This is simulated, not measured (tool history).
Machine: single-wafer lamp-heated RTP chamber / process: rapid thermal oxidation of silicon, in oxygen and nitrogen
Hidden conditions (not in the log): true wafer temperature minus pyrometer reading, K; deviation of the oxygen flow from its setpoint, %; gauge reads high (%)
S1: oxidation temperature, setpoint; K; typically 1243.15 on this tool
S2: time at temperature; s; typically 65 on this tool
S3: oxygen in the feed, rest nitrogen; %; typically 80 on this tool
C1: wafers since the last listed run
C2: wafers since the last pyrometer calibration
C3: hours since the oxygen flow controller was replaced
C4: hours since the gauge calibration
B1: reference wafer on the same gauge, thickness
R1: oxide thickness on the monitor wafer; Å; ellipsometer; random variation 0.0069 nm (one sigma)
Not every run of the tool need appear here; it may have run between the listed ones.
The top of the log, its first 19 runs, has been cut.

run,hour,S1,S2,S3,C1,C2,C3,C4,B1,R1
20,483.4,1255.15,82,51,138,2182,5065.7,83.1,5.129,48.52
# hour 515.7: pyrometer window cleaned and pyrometer calibrated
21,516.2,1243.15,65,80,237,5,5098.5,115.9,5.132,45.91
22,531.5,1263.15,65,70,146,151,5113.8,131.2,5.13,50.67
23,562.3,1255.15,82,51,295,446,5144.6,162,5.131,47.86
24,588.6,1243.15,65,68,251,698,5170.9,188.3,5.131,43.81
25,614,1243.15,65,80,243,942,5196.3,213.7,5.13,46.27
# hour 628.6: oxygen flow controller replaced
26,629,1243.15,65,80,67,1009,0.4,228.7,5.129,46.25
27,646.1,1243.15,74,95,163,1172,17.5,245.8,5.131,51.75
28,668.6,1259.15,65,57,215,1388,40,268.3,5.131,46.63
29,681.3,1243.15,65,92,121,1510,52.7,281,5.132,48.59
30,705.2,1243.15,65,60,228,1739,76.6,304.9,5.127,42.32
31,732.2,1243.15,65,80,258,1997,103.6,331.9,5.132,46.53
# hour 751.3: pyrometer window cleaned and pyrometer calibrated
32,756.3,1225.15,65,80,154,47,127.7,356,5.133,40.41
33,787,1243.15,65,80,294,341,158.4,386.7,5.131,45.94
34,814.1,1260.15,65,52,259,601,185.5,413.8,5.13,45.28
35,845,1268.15,65,80,295,897,216.4,444.7,5.13,55.3
36,859.5,1224.15,54,80,138,1036,230.9,459.2,5.129,37.58
37,887.1,1222.15,51,98,264,1300,258.5,486.8,5.129,38.58
38,909,1243.15,83,80,209,1510,280.4,508.7,5.131,51.54

Consider 4 possible next runs. They are alternatives, not a sequence: every one starts from the tool as it was left by run 38. What does each give?
A,909.5,1243.15,80,80,4,1515,280.9,509.2,?,?
B,909.5,1261.15,65,80,4,1515,280.9,509.2,?,?
C,909.5,1218.15,93,98,4,1515,280.9,509.2,?,?
D,909.5,1263.15,65,98,4,1515,280.9,509.2,?,?

run,B1,R1
A,5.129,50.69
B,5.129,52.88
C,5.129,48.01
D,5.129,57.54
Without the tool's unlogged condition, the same runs would have read:
run,R1
A,50.12
B,52.29
C,47.45
D,56.89

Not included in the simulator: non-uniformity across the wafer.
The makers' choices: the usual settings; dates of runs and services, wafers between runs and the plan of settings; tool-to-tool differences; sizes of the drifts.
